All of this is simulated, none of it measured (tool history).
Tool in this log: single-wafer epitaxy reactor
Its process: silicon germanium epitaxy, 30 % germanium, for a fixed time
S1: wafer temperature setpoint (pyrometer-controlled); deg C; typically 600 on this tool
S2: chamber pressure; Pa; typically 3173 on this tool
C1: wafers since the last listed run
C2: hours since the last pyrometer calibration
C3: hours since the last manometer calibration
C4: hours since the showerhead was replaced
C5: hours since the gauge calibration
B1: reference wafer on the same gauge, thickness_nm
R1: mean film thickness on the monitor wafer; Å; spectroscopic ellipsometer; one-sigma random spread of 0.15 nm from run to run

run	hour	S1	S2	C1	C2	C3	C4	C5	B1	R1
1	0.0	589	3173	0	942.4	479.8	3075.2	1257.6	75.397	532.05
2	55.8	589	3173	1119	998.2	535.6	3131.0	1313.4	75.433	533.41
3	101.0	600	3173	907	1043.4	580.8	3176.2	1358.6	75.499	639.66
4	139.8	600	3173	778	1082.2	619.6	3215.0	1397.4	75.461	640.58
5	219.1	596	3173	1591	1161.5	698.9	3294.3	1476.7	75.532	598.09
6	298.5	600	3173	1593	1240.9	778.3	3373.7	1556.1	75.551	640.07
# hour 319.5: pyrometer calibrated
7	400.1	600	3480	1878	80.6	879.9	3475.3	1657.7	75.553	659.45
8	497.3	600	3173	1950	177.8	977.1	3572.5	1754.9	75.633	638.11
9	535.8	600	3173	772	216.3	1015.6	3611.0	1793.4	75.622	638.03
10	593.6	600	3013	1160	274.1	1073.4	3668.8	1851.2	75.653	631.23
11	651.2	600	3013	1156	331.7	1131.0	3726.4	1908.8	75.694	632.30
12	730.4	605	3173	1589	410.9	1210.2	3805.6	1988.0	75.661	695.38
13	823.8	605	3173	1874	504.3	1303.6	3899.0	2081.4	75.718	695.09
14	910.7	605	3173	1744	591.2	1390.5	3985.9	2168.3	75.729	691.07
15	1015.6	594	3173	2105	696.1	1495.4	4090.8	2273.2	75.715	581.87
16	1058.2	604	2773	855	738.7	1538.0	4133.4	2315.8	75.696	657.93
17	1128.0	608	3826	1400	808.5	1607.8	4203.2	2385.6	75.720	774.40
18	1218.7	590	2533	1820	899.2	1698.5	4293.9	2476.3	75.764	510.25
19	1283.7	600	3400	1304	964.2	1763.5	4358.9	2541.3	75.769	654.19
# hour 1341.9: capacitance manometer re-zeroed and calibrated
# hour 1376.8: showerhead replaced
20	1377.3	600	3013	1557	1057.8	35.4	0.5	2634.9	75.780	631.91
21	1449.3	600	3173	1445	1129.8	107.4	72.5	2706.9	75.781	639.51
22	1520.6	593	3560	1431	1201.1	178.7	143.8	2778.2	75.810	593.04
# hour 1531.2: pyrometer calibrated
23	1576.2	600	3173	955	45.0	234.3	199.4	2833.8	75.816	640.69
# hour 1578.3: gauge calibrated
24	1681.8	610	3720	2119	150.6	339.9	305.0	103.5	74.162	772.33
25	1767.1	608	3173	1712	235.9	425.2	390.3	188.8	74.300	712.96
26	1809.0	596	2706	840	277.8	467.1	432.2	230.7	74.433	564.70
27	1916.1	595	2853	2149	384.9	574.2	539.3	337.8	74.585	565.10
28	2163.1	589	3706	4957	631.9	821.2	786.3	584.8	74.895	557.15
29	2202.2	594	2826	784	671.0	860.3	825.4	623.9	74.909	556.22
30	2250.9	615	3800	977	719.7	909.0	874.1	672.6	74.976	849.87
31	2341.6	591	2706	1820	810.4	999.7	964.8	763.3	75.070	523.30
32	2429.6	611	3773	1766	898.4	1087.7	1052.8	851.3	75.152	802.36
33	2498.6	600	3173	1384	967.4	1156.7	1121.8	920.3	75.223	637.16
34	2649.2	600	3173	3022	1118.0	1307.3	1272.4	1070.9	75.294	636.68
35	2700.1	589	2626	1021	1168.9	1358.2	1323.3	1121.8	75.339	504.44

Some steps in R1 between neighbouring runs. How much of each would the tool show without its hidden state too (settings, what came in, random variation), and how much is left for the hidden state, with any gauge scatter that isn't in both results?
What the log doesn't record here: wafer temperature above the value expected at the setpoint (K); true pressure above the setpoint (%); gauge reads high (%).
Run 17 -> 18: S1 608 -> 590, S2 3826 -> 2533. R1 -264.15 Å: hidden state -6.72, all else -257.43.
Run 23 -> 24: S1 600 -> 610, S2 3173 -> 3720, gauge calibrated. R1 +131.64 Å: hidden state -13.16, all else +144.80.
Run 29 -> 30: S1 594 -> 615, S2 2826 -> 3800. R1 +293.65 Å: hidden state +5.00, all else +288.65.
Run 30 -> 31: S1 615 -> 591, S2 3800 -> 2706. R1 -326.57 Å: hidden state -4.53, all else -322.04.
Run 31 -> 32: S1 591 -> 611, S2 2706 -> 3773. R1 +279.06 Å: hidden state +5.53, all else +273.53.
